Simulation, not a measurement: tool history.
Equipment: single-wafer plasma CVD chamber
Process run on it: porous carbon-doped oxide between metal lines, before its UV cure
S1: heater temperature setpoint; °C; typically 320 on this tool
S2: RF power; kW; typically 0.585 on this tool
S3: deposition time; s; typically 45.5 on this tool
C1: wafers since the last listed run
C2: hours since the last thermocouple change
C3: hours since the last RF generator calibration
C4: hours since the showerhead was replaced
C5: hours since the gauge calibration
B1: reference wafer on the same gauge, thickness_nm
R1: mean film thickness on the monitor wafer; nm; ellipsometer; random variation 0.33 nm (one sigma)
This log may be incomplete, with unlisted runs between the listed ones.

run   hour   S1     S2    S3    C1      C2      C3      C4     C5       B1       R1
  1      0  320  0.585  45.5     0  1682.2  1948.5  6290.6  142.3  263.091   213.88
  2   20.9  320  0.585  45.5   621  1703.1  1969.4  6311.5  163.2  263.132  212.953
  3   39.1  320  0.585  45.5   540  1721.3  1987.6  6329.7  181.4  263.094  213.181
  4   64.9  320  0.585  45.5   766  1747.1  2013.4  6355.5  207.2  263.167  212.416
     106.8  -- thermocouple changed; heater temperature recalibrated
     113.1  -- showerhead replaced
  5  113.6  320  0.585  45.5  1022     6.8  2062.1     0.5  255.9  263.156  212.816
  6  128.7  320  0.585  45.5   448    21.9  2077.2    15.6    271  262.896  212.279
     140.2  -- gauge calibrated
  7  150.6  320  0.585  45.5   650    43.8  2099.1    37.5   10.4   263.18   212.46
  8  182.4  320  0.585  45.5   945    75.6  2130.9    69.3   42.2  263.038  212.425
  9  194.9  320    0.5  45.5   371    88.1  2143.4    81.8   54.7  262.985  195.929
 10  224.2  312   0.67  45.5   870   117.4  2172.7   111.1     84  263.081  235.909
 11    249  327   0.47  45.5   737   142.2  2197.5   135.9  108.8  262.899  184.215
       273  -- RF generator calibrated
 12  277.4  320  0.585  45.5   606   170.6     4.4   164.3  137.2  263.172  220.351
 13  303.3  331   0.47  43.1   769   196.5    30.3   190.2  163.1  263.065  179.047
 14  324.5  308   0.51  49.2   630   217.7    51.5   211.4  184.3  262.983   234.64
 15  348.4  305  0.615  42.7   710   241.6    75.4   235.3  208.2  262.871  227.911

3 options for the next run, each taken on its own from the tool as it stands now. Forecast them:
  A  348.8  320  0.585  45.5  11  242  75.8  235.7  208.6   ?   ?
  B  348.8  320  0.655  45.5  11  242  75.8  235.7  208.6   ?   ?
  C  348.8  306    0.5  50.6  11  242  75.8  235.7  208.6   ?   ?

run       B1       R1
  A  262.926   220.08
  B  262.926  233.189
  C  262.926  240.782
Stripped of hidden state, with their random variation kept, the same runs would have yielded:
run       R1
  A  220.116
  B  233.227
  C  240.822
